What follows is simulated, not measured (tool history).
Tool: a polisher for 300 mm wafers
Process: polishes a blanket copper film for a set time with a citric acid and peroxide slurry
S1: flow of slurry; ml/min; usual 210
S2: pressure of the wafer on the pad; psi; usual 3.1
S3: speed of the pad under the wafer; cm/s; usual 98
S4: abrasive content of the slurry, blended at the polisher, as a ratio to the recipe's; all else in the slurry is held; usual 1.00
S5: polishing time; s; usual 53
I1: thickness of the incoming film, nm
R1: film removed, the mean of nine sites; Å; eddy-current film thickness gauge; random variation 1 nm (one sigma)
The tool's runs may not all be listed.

| run | day | S1 | S2 | S3 | S4 | S5 | I1 | R1 |
|---|---|---|---|---|---|---|---|---|
| 1 | 0.000 | 210 | 3.1 | 98 | 1.00 | 53 | 1179.1 | 1082 |
| 2 | 1.988 | 210 | 3.1 | 98 | 1.00 | 53 | 1166.4 | 1050 |
| 3 | 3.138 | 155 | 3.1 | 98 | 1.00 | 53 | 1195.3 | 999 |
|  | 4.333 | worn pad replaced by a new one |
| 4 | 4.404 | 155 | 3.1 | 98 | 1.00 | 53 | 1176.1 | 1048 |
| 5 | 5.104 | 210 | 3.1 | 98 | 1.00 | 53 | 1197.7 | 1128 |
| 6 | 5.696 | 210 | 3.1 | 98 | 1.00 | 53 | 1187.2 | 1100 |
|  | 7.112 | slurry blender recalibrated |
| 7 | 7.133 | 210 | 3.1 | 98 | 1.00 | 53 | 1206.0 | 1172 |
| 8 | 8.504 | 210 | 4.1 | 116 | 1.25 | 43 | 1186.7 | 1499 |
|  | 9.700 | slurry nozzle cleaned |
| 9 | 9.838 | 210 | 3.1 | 98 | 1.00 | 53 | 1190.1 | 1106 |
| 10 | 10.396 | 210 | 3.1 | 66 | 1.00 | 53 | 1171.1 | 772 |
|  | 11.283 | head pressure recalibrated |
| 11 | 11.433 | 210 | 3.1 | 74 | 0.90 | 36 | 1183.4 | 553 |
|  | 13.075 | worn pad replaced by a new one |
| 12 | 13.888 | 210 | 3.1 | 128 | 1.00 | 53 | 1176.7 | 1418 |
| 13 | 15.254 | 210 | 3.1 | 84 | 0.75 | 53 | 1207.5 | 874 |
| 14 | 16.650 | 210 | 3.1 | 98 | 1.00 | 53 | 1183.3 | 1095 |
| 15 | 17.650 | 210 | 3.1 | 68 | 0.70 | 53 | 1206.4 | 711 |
| 16 | 18.162 | 210 | 3.1 | 98 | 1.00 | 59 | 1211.9 | 1184 |
| 17 | 19.542 | 230 | 3.1 | 98 | 1.00 | 65 | 1190.7 | 1301 |
| 18 | 20.988 | 160 | 2.0 | 98 | 1.15 | 53 | 1181.7 | 675 |
|  | 21.471 | slurry blender recalibrated |
| 19 | 21.588 | 275 | 3.1 | 98 | 1.00 | 53 | 1193.6 | 1149 |
| 20 | 23.021 | 210 | 3.1 | 98 | 1.00 | 53 | 1181.0 | 1091 |
|  | 23.546 | worn pad replaced by a new one |
| 21 | 24.212 | 210 | 2.1 | 98 | 1.00 | 53 | 1199.6 | 791 |
|  | 25.500 | head pressure recalibrated |
| 22 | 25.575 | 170 | 2.1 | 98 | 1.25 | 37 | 1191.6 | 563 |
|  | 26.242 | slurry nozzle cleaned |
| 23 | 26.933 | 210 | 3.1 | 98 | 1.00 | 35 | 1199.9 | 732 |
| 24 | 27.683 | 210 | 3.1 | 98 | 0.80 | 53 | 1169.3 | 1004 |
| 25 | 29.017 | 210 | 3.7 | 98 | 0.85 | 46 | 1204.2 | 1040 |
| 26 | 30.388 | 190 | 3.1 | 98 | 1.00 | 46 | 1193.8 | 911 |
| 27 | 31.454 | 155 | 2.1 | 98 | 1.20 | 64 | 1212.2 | 878 |
| 28 | 32.862 | 265 | 3.1 | 122 | 1.00 | 53 | 1180.7 | 1281 |
|  | 33.354 | worn pad replaced by a new one |
| 29 | 34.112 | 210 | 2.2 | 98 | 1.00 | 53 | 1213.3 | 800 |

Forecast each of these 5 alternatives for the next run:
| A | 34.129 | 210 | 3.1 | 98 | 1.00 | 53 | 1209.0 | ? |
| B | 34.129 | 255 | 3.5 | 98 | 1.00 | 35 | 1209.0 | ? |
| C | 34.129 | 150 | 3.1 | 98 | 1.00 | 38 | 1209.0 | ? |
| D | 34.129 | 210 | 3.1 | 118 | 1.00 | 62 | 1209.0 | ? |
| E | 34.129 | 210 | 2.1 | 98 | 0.90 | 53 | 1209.0 | ? |

| run | R1 |
|---|---|
| A | 1106 |
| B | 842 |
| C | 750 |
| D | 1522 |
| E | 734 |
Without the tool's hidden state the same runs would have given:
| run | R1 |
|---|---|
| A | 1205 |
| B | 918 |
| C | 818 |
| D | 1659 |
| E | 799 |

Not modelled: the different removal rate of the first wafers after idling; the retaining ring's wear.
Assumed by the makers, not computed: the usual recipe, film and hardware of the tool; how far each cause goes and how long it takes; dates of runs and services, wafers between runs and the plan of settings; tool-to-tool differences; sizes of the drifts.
